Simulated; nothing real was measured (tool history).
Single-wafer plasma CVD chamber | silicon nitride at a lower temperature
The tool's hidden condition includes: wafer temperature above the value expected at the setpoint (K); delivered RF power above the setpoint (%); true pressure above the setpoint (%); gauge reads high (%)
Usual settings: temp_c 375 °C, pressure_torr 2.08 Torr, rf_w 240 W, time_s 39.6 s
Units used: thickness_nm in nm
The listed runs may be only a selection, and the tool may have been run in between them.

| run | hour | temp_c | pressure_torr | rf_w | time_s | wafers since the last listed run | hours since the last thermocouple change | hours since the last RF generator calibration | hours since the last manometer calibration | hours since the showerhead was replaced | hours since the gauge calibration | read-back reference wafer on the same gauge, thickness_nm | thickness_nm |
|---|---|---|---|---|---|---|---|---|---|---|---|---|---|
| 1 | 0 | 375 | 2.08 | 240 | 39.6 | 0 | 829.5 | 1483.8 | 1491.4 | 6827.7 | 236.1 | 32.772 | 38.332 |
| 2 | 47.4 | 375 | 2.08 | 240 | 39.6 | 723 | 876.9 | 1531.2 | 1538.8 | 6875.1 | 283.5 | 32.775 | 38.431 |
| 3 | 145.6 | 375 | 2.08 | 240 | 39.6 | 1499 | 975.1 | 1629.4 | 1637 | 6973.3 | 381.7 | 32.801 | 38.07 |
| 4 | 241.4 | 375 | 2.08 | 240 | 39.6 | 1462 | 1070.9 | 1725.2 | 1732.8 | 7069.1 | 477.5 | 32.786 | 38.143 |
| 5 | 347.7 | 375 | 2.08 | 240 | 39.6 | 1623 | 1177.2 | 1831.5 | 1839.1 | 7175.4 | 583.8 | 32.815 | 38.092 |
|  | 434.3 | capacitance manometer re-zeroed and calibrated |
| 6 | 434.8 | 375 | 2.08 | 240 | 39.6 | 1207 | 1264.3 | 1918.6 | 0.5 | 7262.5 | 670.9 | 32.814 | 37.788 |
| 7 | 494.3 | 375 | 2.08 | 240 | 39.6 | 908 | 1323.8 | 1978.1 | 60 | 7322 | 730.4 | 32.787 | 37.703 |
|  | 525.2 | showerhead replaced |
| 8 | 557.1 | 375 | 2.08 | 240 | 39.6 | 836 | 1386.6 | 2040.9 | 122.8 | 31.9 | 793.2 | 32.816 | 37.479 |
|  | 562.5 | gauge calibrated |
|  | 585.9 | thermocouple changed; heater temperature recalibrated |
|  | 604.4 | RF generator calibrated |
| 9 | 604.9 | 375 | 1.57 | 255 | 32.1 | 485 | 19 | 0.5 | 170.6 | 79.7 | 42.4 | 32.795 | 32.263 |
| 10 | 768.1 | 375 | 2.08 | 240 | 39.6 | 2491 | 182.2 | 163.7 | 333.8 | 242.9 | 205.6 | 32.814 | 40.221 |
| 11 | 837.9 | 375 | 2.08 | 240 | 39.6 | 1065 | 252 | 233.5 | 403.6 | 312.7 | 275.4 | 32.729 | 40.156 |
| 12 | 923 | 365 | 2.08 | 240 | 39.6 | 1299 | 337.1 | 318.6 | 488.7 | 397.8 | 360.5 | 32.778 | 40.119 |
| 13 | 1007 | 375 | 1.65 | 240 | 46.1 | 1282 | 421.1 | 402.6 | 572.7 | 481.8 | 444.5 | 32.774 | 43.933 |
| 14 | 1071.3 | 361 | 2.08 | 240 | 34.8 | 981 | 485.4 | 466.9 | 637 | 546.1 | 508.8 | 32.787 | 35.258 |
| 15 | 1142.6 | 375 | 2.08 | 200 | 36 | 1088 | 556.7 | 538.2 | 708.3 | 617.4 | 580.1 | 32.763 | 31.331 |

Branching from run 15: 5 alternative next runs. What would each branch give?
| A | 1143 | 375 | 2.08 | 240 | 43.9 | 6 | 557.1 | 538.6 | 708.7 | 617.8 | 580.5 | ? | ? |
| B | 1143 | 375 | 1.62 | 220 | 47.4 | 6 | 557.1 | 538.6 | 708.7 | 617.8 | 580.5 | ? | ? |
| C | 1143 | 375 | 2.26 | 240 | 39.6 | 6 | 557.1 | 538.6 | 708.7 | 617.8 | 580.5 | ? | ? |
| D | 1143 | 363 | 2.25 | 215 | 39.6 | 6 | 557.1 | 538.6 | 708.7 | 617.8 | 580.5 | ? | ? |
| E | 1143 | 381 | 2.08 | 215 | 33.6 | 6 | 557.1 | 538.6 | 708.7 | 617.8 | 580.5 | ? | ? |

| run | read-back reference wafer on the same gauge, thickness_nm | thickness_nm |
|---|---|---|
| A | 32.78 | 43.738 |
| B | 32.78 | 41.862 |
| C | 32.78 | 40.148 |
| D | 32.78 | 36.996 |
| E | 32.78 | 30.64 |
Without the tool's unlogged condition, the same runs would have read:
| run | thickness_nm |
|---|---|
| A | 44.561 |
| B | 42.687 |
| C | 40.903 |
| D | 37.725 |
| E | 31.245 |

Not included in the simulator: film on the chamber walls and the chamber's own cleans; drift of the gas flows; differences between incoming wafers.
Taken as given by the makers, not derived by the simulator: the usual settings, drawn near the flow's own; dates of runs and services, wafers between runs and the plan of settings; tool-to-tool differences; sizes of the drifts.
